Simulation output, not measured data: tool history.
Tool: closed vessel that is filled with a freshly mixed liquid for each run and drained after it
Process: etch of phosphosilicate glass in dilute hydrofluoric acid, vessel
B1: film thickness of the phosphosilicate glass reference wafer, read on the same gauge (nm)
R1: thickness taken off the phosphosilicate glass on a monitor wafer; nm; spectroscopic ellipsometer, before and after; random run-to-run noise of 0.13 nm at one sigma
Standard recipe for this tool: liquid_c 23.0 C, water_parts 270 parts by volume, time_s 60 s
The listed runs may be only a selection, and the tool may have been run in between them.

{"run": 1, "hour": 0.0, "liquid_c": 21.5, "water_parts": 270, "time_s": 60, "B1": 121.76, "R1": 23.78}
{"run": 2, "hour": 36.2, "liquid_c": 21.5, "water_parts": 270, "time_s": 60, "B1": 121.87, "R1": 23.55}
{"run": 3, "hour": 72.6, "liquid_c": 21.5, "water_parts": 270, "time_s": 60, "B1": 122.03, "R1": 23.56}
{"run": 4, "hour": 140.1, "liquid_c": 23.0, "water_parts": 270, "time_s": 60, "B1": 122.27, "R1": 24.95}
{"run": 5, "hour": 205.5, "liquid_c": 23.0, "water_parts": 270, "time_s": 60, "B1": 122.49, "R1": 25.22}
{"run": 6, "hour": 244.8, "liquid_c": 23.0, "water_parts": 270, "time_s": 60, "B1": 122.63, "R1": 24.83}
{"run": 7, "hour": 290.3, "liquid_c": 23.0, "water_parts": 270, "time_s": 60, "B1": 122.76, "R1": 25.19}
{"hour": 332.3, "done": "gauge calibrated"}
{"run": 8, "hour": 344.1, "liquid_c": 23.0, "water_parts": 380, "time_s": 60, "B1": 120.01, "R1": 15.76}
{"hour": 414.8, "done": "hydrofluoric acid flow meter replaced"}
{"run": 9, "hour": 450.1, "liquid_c": 23.0, "water_parts": 270, "time_s": 85, "B1": 120.38, "R1": 34.82}
{"run": 10, "hour": 500.4, "liquid_c": 18.0, "water_parts": 390, "time_s": 35, "B1": 120.57, "R1": 7.45}
{"run": 11, "hour": 540.5, "liquid_c": 23.0, "water_parts": 270, "time_s": 60, "B1": 120.69, "R1": 24.51}
{"hour": 583.7, "done": "thermometer replaced"}
{"run": 12, "hour": 584.2, "liquid_c": 26.5, "water_parts": 270, "time_s": 75, "B1": 120.87, "R1": 34.97}
{"run": 13, "hour": 645.0, "liquid_c": 23.0, "water_parts": 270, "time_s": 60, "B1": 121.08, "R1": 24.6}
{"run": 14, "hour": 712.6, "liquid_c": 20.0, "water_parts": 335, "time_s": 90, "B1": 121.31, "R1": 25.22}
{"run": 15, "hour": 764.2, "liquid_c": 23.0, "water_parts": 270, "time_s": 80, "B1": 121.47, "R1": 33.02}

Forecast each of these 3 alternatives for the next run:
{"run": "A", "hour": 764.9, "liquid_c": 23.0, "water_parts": 270, "time_s": 90, "B1": "?", "R1": "?"}
{"run": "B", "hour": 764.9, "liquid_c": 21.0, "water_parts": 225, "time_s": 60, "B1": "?", "R1": "?"}
{"run": "C", "hour": 764.9, "liquid_c": 23.0, "water_parts": 165, "time_s": 75, "B1": "?", "R1": "?"}

run=A B1=121.51 R1=37.16
run=B B1=121.51 R1=28.87
run=C B1=121.51 R1=56.49
With the hidden condition removed and each run's random variation left untouched, the same runs would have given:
run=A R1=36.70
run=B R1=28.51
run=C R1=55.79
